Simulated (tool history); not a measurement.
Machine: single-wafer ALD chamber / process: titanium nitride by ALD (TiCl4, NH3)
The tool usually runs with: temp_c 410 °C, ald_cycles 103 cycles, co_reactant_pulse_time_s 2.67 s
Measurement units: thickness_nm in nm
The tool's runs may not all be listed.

| run | hour | temp_c | ald_cycles | co_reactant_pulse_time_s | wafers since the last listed run | hours since the last thermocouple change | hours since the showerhead was replaced | hours since the gauge calibration | read-back reference wafer on the same gauge, thickness_nm | thickness_nm |
|---|---|---|---|---|---|---|---|---|---|---|
| 1 | 0 | 410 | 103 | 3.12 | 0 | 1560.7 | 1823.8 | 611 | 1.972 | 2.174 |
| 2 | 40.7 | 410 | 103 | 3.12 | 67 | 1601.4 | 1864.5 | 651.7 | 1.972 | 2.175 |
| 3 | 93 | 410 | 103 | 2.67 | 86 | 1653.7 | 1916.8 | 704 | 1.973 | 2.167 |
| 4 | 117.4 | 410 | 103 | 2.67 | 40 | 1678.1 | 1941.2 | 728.4 | 1.979 | 2.173 |
| 5 | 141.5 | 410 | 103 | 2.67 | 39 | 1702.2 | 1965.3 | 752.5 | 1.978 | 2.171 |
| 6 | 172.4 | 410 | 103 | 2.67 | 50 | 1733.1 | 1996.2 | 783.4 | 1.973 | 2.176 |
| 7 | 218.6 | 410 | 103 | 3.45 | 76 | 1779.3 | 2042.4 | 829.6 | 1.975 | 2.186 |
| 8 | 276.3 | 410 | 103 | 2.67 | 95 | 1837 | 2100.1 | 887.3 | 1.977 | 2.174 |
| 9 | 463.5 | 410 | 103 | 2.67 | 308 | 2024.2 | 2287.3 | 1074.5 | 1.98 | 2.163 |
| 10 | 516.2 | 421 | 103 | 2.67 | 86 | 2076.9 | 2340 | 1127.2 | 1.977 | 2.179 |
|  | 534.5 | gauge calibrated |
|  | 540.3 | thermocouple changed; heater temperature recalibrated |
|  | 559.5 | showerhead replaced |
| 11 | 560 | 397 | 96 | 2.67 | 45 | 19.7 | 0.5 | 25.5 | 1.942 | 1.983 |
| 12 | 592.5 | 410 | 103 | 2.36 | 53 | 52.2 | 33 | 58 | 1.941 | 2.139 |
| 13 | 636.8 | 419 | 110 | 2.35 | 73 | 96.5 | 77.3 | 102.3 | 1.945 | 2.282 |
| 14 | 706.9 | 410 | 103 | 2.67 | 115 | 166.6 | 147.4 | 172.4 | 1.95 | 2.139 |
| 15 | 747.9 | 410 | 103 | 2.67 | 67 | 207.6 | 188.4 | 213.4 | 1.955 | 2.145 |
| 16 | 814.1 | 418 | 123 | 1.73 | 109 | 273.8 | 254.6 | 279.6 | 1.96 | 2.556 |
| 17 | 848 | 402 | 87 | 2.37 | 55 | 307.7 | 288.5 | 313.5 | 1.961 | 1.812 |
| 18 | 909.9 | 410 | 103 | 2.67 | 102 | 369.6 | 350.4 | 375.4 | 1.964 | 2.156 |
| 19 | 957.4 | 399 | 95 | 1.66 | 78 | 417.1 | 397.9 | 422.9 | 1.964 | 1.957 |
| 20 | 1022.7 | 410 | 103 | 2.67 | 107 | 482.4 | 463.2 | 488.2 | 1.971 | 2.149 |
| 21 | 1059.6 | 422 | 103 | 2.67 | 60 | 519.3 | 500.1 | 525.1 | 1.966 | 2.174 |

Predict each of these 3 candidate next runs independently; none follows another, all start after run 21:
| A | 1060.2 | 410 | 103 | 2.67 | 0 | 519.9 | 500.7 | 525.7 | ? | ? |
| B | 1060.2 | 421 | 93 | 2.67 | 0 | 519.9 | 500.7 | 525.7 | ? | ? |
| C | 1060.2 | 410 | 103 | 1.78 | 0 | 519.9 | 500.7 | 525.7 | ? | ? |

| run | read-back reference wafer on the same gauge, thickness_nm | thickness_nm |
|---|---|---|
| A | 1.968 | 2.165 |
| B | 1.968 | 1.959 |
| C | 1.968 | 2.144 |
The same runs, with their run-to-run variation unchanged, on a tool lacking any hidden condition would have given:
| run | thickness_nm |
|---|---|
| A | 2.134 |
| B | 1.931 |
| C | 2.114 |
